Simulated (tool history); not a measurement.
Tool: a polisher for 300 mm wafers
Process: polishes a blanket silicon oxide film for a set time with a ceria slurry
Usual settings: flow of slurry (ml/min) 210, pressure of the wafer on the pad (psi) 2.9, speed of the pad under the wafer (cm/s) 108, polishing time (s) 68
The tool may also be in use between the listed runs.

run	hour	flow of slurry (ml/min)	pressure of the wafer on the pad (psi)	speed of the pad under the wafer (cm/s)	polishing time (s)	incoming thickness of the incoming film, nm	film removed (nm)
1	0.0	210	2.9	108	56	1706.4	311.9
2	34.0	210	2.9	108	56	1702.1	316.7
3	57.2	210	2.3	126	68	1666.7	351.6
4	70.1	210	2.9	108	68	1720.9	377.9
5	87.8	210	2.9	108	68	1723.7	382.6
# hour 133.8: worn pad replaced by a new one, of another model than before
# hour 135.8: slurry nozzle cleaned
6	163.1	210	2.9	108	68	1708.8	376.1
7	218.4	210	2.9	108	68	1726.5	381.1
8	230.5	210	2.9	108	68	1716.4	376.1
9	263.0	210	2.9	108	68	1697.1	374.6
10	289.6	210	2.0	92	46	1690.1	198.9
# hour 294.2: head pressure recalibrated
11	307.0	210	2.9	108	68	1690.8	348.7
# hour 321.8: worn pad replaced by a new one
12	323.3	210	2.9	132	79	1688.0	445.5
13	337.7	210	2.9	108	52	1713.5	270.7
14	356.2	210	2.2	108	68	1688.6	303.6
15	368.2	155	2.3	98	76	1681.9	311.7
16	392.1	210	2.2	108	82	1666.2	372.5

Measured less the same run without the tool's hidden state. The same run-to-run variation is in both; the gauge's scatter may not be:
The hidden state here: removal rate lost through wear of the pad, %; slurry flow missing at the pad, %; deviation of the head's pressure from its setpoint, %.
run	film removed (nm)
1	+17.0
2	+18.2
3	+20.9
4	+22.9
5	+23.8
6	+18.5
7	+20.0
8	+20.1
9	+20.8
10	+11.3
11	-3.5
12	-4.0
13	-2.1
14	-1.9
15	-1.8
16	-1.5
